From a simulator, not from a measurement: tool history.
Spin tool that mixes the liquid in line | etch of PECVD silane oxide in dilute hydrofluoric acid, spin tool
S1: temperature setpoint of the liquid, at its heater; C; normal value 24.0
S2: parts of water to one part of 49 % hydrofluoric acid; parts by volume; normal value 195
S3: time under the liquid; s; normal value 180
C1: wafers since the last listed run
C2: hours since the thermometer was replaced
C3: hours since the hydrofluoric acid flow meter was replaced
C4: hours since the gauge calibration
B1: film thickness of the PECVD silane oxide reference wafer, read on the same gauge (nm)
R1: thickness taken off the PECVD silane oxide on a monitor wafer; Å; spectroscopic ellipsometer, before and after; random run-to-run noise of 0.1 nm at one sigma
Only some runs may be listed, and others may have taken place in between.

{"run": 1, "hour": 0.0, "S1": 24.0, "S2": 195, "S3": 180, "C1": 0, "C2": 194.3, "C3": 461.0, "C4": 582.0, "B1": 60.0, "R1": 192.9}
{"run": 2, "hour": 92.3, "S1": 24.0, "S2": 195, "S3": 180, "C1": 824, "C2": 286.6, "C3": 553.3, "C4": 674.3, "B1": 59.99, "R1": 193.6}
{"run": 3, "hour": 164.3, "S1": 21.5, "S2": 220, "S3": 180, "C1": 643, "C2": 358.6, "C3": 625.3, "C4": 746.3, "B1": 60.0, "R1": 151.1}
{"run": 4, "hour": 270.9, "S1": 24.0, "S2": 195, "S3": 180, "C1": 952, "C2": 465.2, "C3": 731.9, "C4": 852.9, "B1": 60.01, "R1": 191.3}
{"run": 5, "hour": 321.0, "S1": 24.0, "S2": 195, "S3": 180, "C1": 447, "C2": 515.3, "C3": 782.0, "C4": 903.0, "B1": 59.98, "R1": 191.0}
{"run": 6, "hour": 371.3, "S1": 24.0, "S2": 195, "S3": 180, "C1": 449, "C2": 565.6, "C3": 832.3, "C4": 953.3, "B1": 59.99, "R1": 194.2}
{"run": 7, "hour": 453.2, "S1": 24.0, "S2": 195, "S3": 180, "C1": 731, "C2": 647.5, "C3": 914.2, "C4": 1035.2, "B1": 59.99, "R1": 189.9}
{"run": 8, "hour": 610.7, "S1": 24.0, "S2": 195, "S3": 180, "C1": 1407, "C2": 805.0, "C3": 1071.7, "C4": 1192.7, "B1": 60.0, "R1": 192.9}
{"run": 9, "hour": 684.8, "S1": 24.0, "S2": 195, "S3": 180, "C1": 662, "C2": 879.1, "C3": 1145.8, "C4": 1266.8, "B1": 59.99, "R1": 191.1}
{"run": 10, "hour": 748.7, "S1": 24.0, "S2": 195, "S3": 90, "C1": 571, "C2": 943.0, "C3": 1209.7, "C4": 1330.7, "B1": 60.0, "R1": 96.5}
{"run": 11, "hour": 811.1, "S1": 24.0, "S2": 195, "S3": 90, "C1": 557, "C2": 1005.4, "C3": 1272.1, "C4": 1393.1, "B1": 59.98, "R1": 94.4}
{"hour": 822.5, "done": "hydrofluoric acid flow meter replaced"}
{"hour": 881.6, "done": "gauge calibrated"}
{"run": 12, "hour": 931.0, "S1": 24.0, "S2": 195, "S3": 90, "C1": 1062, "C2": 1125.3, "C3": 108.5, "C4": 49.4, "B1": 60.01, "R1": 98.2}
{"run": 13, "hour": 983.4, "S1": 24.0, "S2": 195, "S3": 180, "C1": 468, "C2": 1177.7, "C3": 160.9, "C4": 101.8, "B1": 60.02, "R1": 197.4}
{"run": 14, "hour": 1063.2, "S1": 24.0, "S2": 195, "S3": 180, "C1": 713, "C2": 1257.5, "C3": 240.7, "C4": 181.6, "B1": 59.99, "R1": 197.3}
{"run": 15, "hour": 1121.2, "S1": 24.0, "S2": 195, "S3": 180, "C1": 518, "C2": 1315.5, "C3": 298.7, "C4": 239.6, "B1": 60.0, "R1": 197.7}
{"run": 16, "hour": 1203.1, "S1": 24.0, "S2": 195, "S3": 180, "C1": 731, "C2": 1397.4, "C3": 380.6, "C4": 321.5, "B1": 59.99, "R1": 198.2}
{"run": 17, "hour": 1257.9, "S1": 22.5, "S2": 245, "S3": 115, "C1": 489, "C2": 1452.2, "C3": 435.4, "C4": 376.3, "B1": 59.99, "R1": 89.8}
{"run": 18, "hour": 1349.8, "S1": 24.0, "S2": 125, "S3": 180, "C1": 821, "C2": 1544.1, "C3": 527.3, "C4": 468.2, "B1": 60.0, "R1": 332.9}
{"run": 19, "hour": 1386.5, "S1": 27.0, "S2": 105, "S3": 75, "C1": 327, "C2": 1580.8, "C3": 564.0, "C4": 504.9, "B1": 59.98, "R1": 189.1}
{"run": 20, "hour": 1475.1, "S1": 24.0, "S2": 195, "S3": 180, "C1": 791, "C2": 1669.4, "C3": 652.6, "C4": 593.5, "B1": 60.01, "R1": 195.6}
{"run": 21, "hour": 1523.7, "S1": 24.0, "S2": 195, "S3": 180, "C1": 434, "C2": 1718.0, "C3": 701.2, "C4": 642.1, "B1": 60.03, "R1": 196.4}
{"hour": 1561.2, "done": "thermometer replaced"}
{"run": 22, "hour": 1630.8, "S1": 28.5, "S2": 195, "S3": 100, "C1": 948, "C2": 69.6, "C3": 808.3, "C4": 749.2, "B1": 59.97, "R1": 124.3}
{"run": 23, "hour": 1735.0, "S1": 21.5, "S2": 195, "S3": 180, "C1": 931, "C2": 173.8, "C3": 912.5, "C4": 853.4, "B1": 60.0, "R1": 172.1}
{"run": 24, "hour": 1780.2, "S1": 28.0, "S2": 225, "S3": 240, "C1": 403, "C2": 219.0, "C3": 957.7, "C4": 898.6, "B1": 60.0, "R1": 247.7}
{"run": 25, "hour": 1888.1, "S1": 24.0, "S2": 255, "S3": 180, "C1": 964, "C2": 326.9, "C3": 1065.6, "C4": 1006.5, "B1": 59.99, "R1": 135.2}
{"run": 26, "hour": 1977.3, "S1": 19.0, "S2": 195, "S3": 180, "C1": 797, "C2": 416.1, "C3": 1154.8, "C4": 1095.7, "B1": 59.99, "R1": 157.6}
{"run": 27, "hour": 2062.7, "S1": 26.0, "S2": 265, "S3": 180, "C1": 763, "C2": 501.5, "C3": 1240.2, "C4": 1181.1, "B1": 60.0, "R1": 140.5}
{"hour": 2068.7, "done": "gauge calibrated"}
{"run": 28, "hour": 2149.3, "S1": 24.0, "S2": 240, "S3": 280, "C1": 773, "C2": 588.1, "C3": 1326.8, "C4": 80.6, "B1": 60.04, "R1": 227.0}
{"hour": 2168.4, "done": "hydrofluoric acid flow meter replaced"}
{"run": 29, "hour": 2209.1, "S1": 24.0, "S2": 100, "S3": 180, "C1": 525, "C2": 647.9, "C3": 40.7, "C4": 140.4, "B1": 60.03, "R1": 429.9}
{"run": 30, "hour": 2300.3, "S1": 26.5, "S2": 195, "S3": 265, "C1": 815, "C2": 739.1, "C3": 131.9, "C4": 231.6, "B1": 60.01, "R1": 317.9}
{"run": 31, "hour": 2350.7, "S1": 25.5, "S2": 195, "S3": 280, "C1": 450, "C2": 789.5, "C3": 182.3, "C4": 282.0, "B1": 59.99, "R1": 321.6}
{"run": 32, "hour": 2438.0, "S1": 24.0, "S2": 195, "S3": 180, "C1": 780, "C2": 876.8, "C3": 269.6, "C4": 369.3, "B1": 59.99, "R1": 195.3}
{"run": 33, "hour": 2522.0, "S1": 24.0, "S2": 195, "S3": 180, "C1": 750, "C2": 960.8, "C3": 353.6, "C4": 453.3, "B1": 60.04, "R1": 194.4}

Below are 3 alternative next runs, each starting from the tool's condition after run 33. Predict each:
{"run": "A", "hour": 2522.5, "S1": 24.0, "S2": 195, "S3": 180, "C1": 4, "C2": 961.3, "C3": 354.1, "C4": 453.8, "B1": "?", "R1": "?"}
{"run": "B", "hour": 2522.5, "S1": 22.0, "S2": 195, "S3": 180, "C1": 4, "C2": 961.3, "C3": 354.1, "C4": 453.8, "B1": "?", "R1": "?"}
{"run": "C", "hour": 2522.5, "S1": 27.5, "S2": 255, "S3": 140, "C1": 4, "C2": 961.3, "C3": 354.1, "C4": 453.8, "B1": "?", "R1": "?"}

run=A B1=60.01 R1=194.7
run=B B1=60.01 R1=180.7
run=C B1=60.01 R1=122.7
Take away the tool's hidden state, keep each run's random variation, and the runs would have read:
run=A R1=195.1
run=B R1=181.0
run=C R1=123.2
